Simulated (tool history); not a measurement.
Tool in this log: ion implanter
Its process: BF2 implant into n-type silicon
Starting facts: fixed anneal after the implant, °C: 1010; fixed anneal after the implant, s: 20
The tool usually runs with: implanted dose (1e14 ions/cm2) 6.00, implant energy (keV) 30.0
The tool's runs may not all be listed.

run,hour,implanted dose (1e14 ions/cm2),implant energy (keV),"read-back reference wafer on the same gauge, sheet resistance",sheet resistance of the implanted and annealed layer (ohm/square)
1,0.0,6.00,30.0,187.01,201.61
2,30.2,6.00,30.0,186.97,201.79
3,53.9,6.00,30.0,186.99,202.05
4,75.6,6.00,22.0,186.96,215.46
5,109.9,6.00,22.0,186.95,216.46
6,133.0,6.00,22.0,187.00,216.50
7,164.9,6.00,30.0,187.01,202.52
8,198.2,6.00,30.0,186.88,202.04
9,229.9,4.92,24.5,187.00,243.22
10,332.0,6.00,30.0,186.94,201.51
11,352.4,6.00,36.0,186.99,195.93
12,369.3,6.00,36.0,187.03,196.63
13,385.2,6.00,30.0,187.03,202.50
14,397.5,6.92,30.0,186.93,182.69
15,418.3,6.00,30.0,186.99,202.60
16,433.4,4.49,30.0,186.94,253.94
17,448.2,4.67,25.0,187.02,252.79
18,467.6,4.96,26.5,186.98,239.10
19,492.7,5.18,38.5,187.00,219.32
20,519.4,6.00,30.0,186.98,202.31
21,550.3,7.16,30.0,187.04,178.94
22,578.7,7.26,40.0,186.98,166.71
23,598.9,5.18,38.5,187.03,218.91
# hour 628.1: Faraday cup replaced and dose calibrated
24,703.0,6.00,30.0,186.97,200.05
25,720.4,4.82,36.0,186.90,231.66
# hour 721.3: gauge calibrated
26,738.1,6.90,39.5,186.98,170.93
# hour 757.1: extraction supply calibrated
27,773.7,6.00,30.0,186.94,199.98
28,793.2,6.00,30.0,186.97,200.05
29,826.5,6.81,38.5,187.06,173.45
30,849.7,6.00,30.0,186.94,200.05
31,932.5,7.02,20.0,186.93,201.44
32,952.4,6.84,24.5,186.99,192.36
33,967.9,7.62,23.5,187.02,182.87
34,982.5,6.82,26.0,186.98,189.64
35,1003.1,5.34,35.0,187.05,213.55
36,1023.4,7.38,25.0,187.00,182.90

5 options for the next run, each taken on its own from the tool as it stands now. Forecast them:
A,1023.8,6.00,37.0,?,?
B,1023.8,6.85,30.0,?,?
C,1023.8,6.00,22.5,?,?
D,1023.8,5.24,32.5,?,?
E,1023.8,6.92,39.5,?,?

run,"read-back reference wafer on the same gauge, sheet resistance",sheet resistance of the implanted and annealed layer (ohm/square)
A,186.98,192.73
B,186.98,182.22
C,186.98,213.25
D,186.98,219.01
E,186.98,170.74
Without the tool's hidden state the same runs would have given:
run,sheet resistance of the implanted and annealed layer (ohm/square)
A,191.57
B,181.28
C,212.19
D,217.67
E,169.76

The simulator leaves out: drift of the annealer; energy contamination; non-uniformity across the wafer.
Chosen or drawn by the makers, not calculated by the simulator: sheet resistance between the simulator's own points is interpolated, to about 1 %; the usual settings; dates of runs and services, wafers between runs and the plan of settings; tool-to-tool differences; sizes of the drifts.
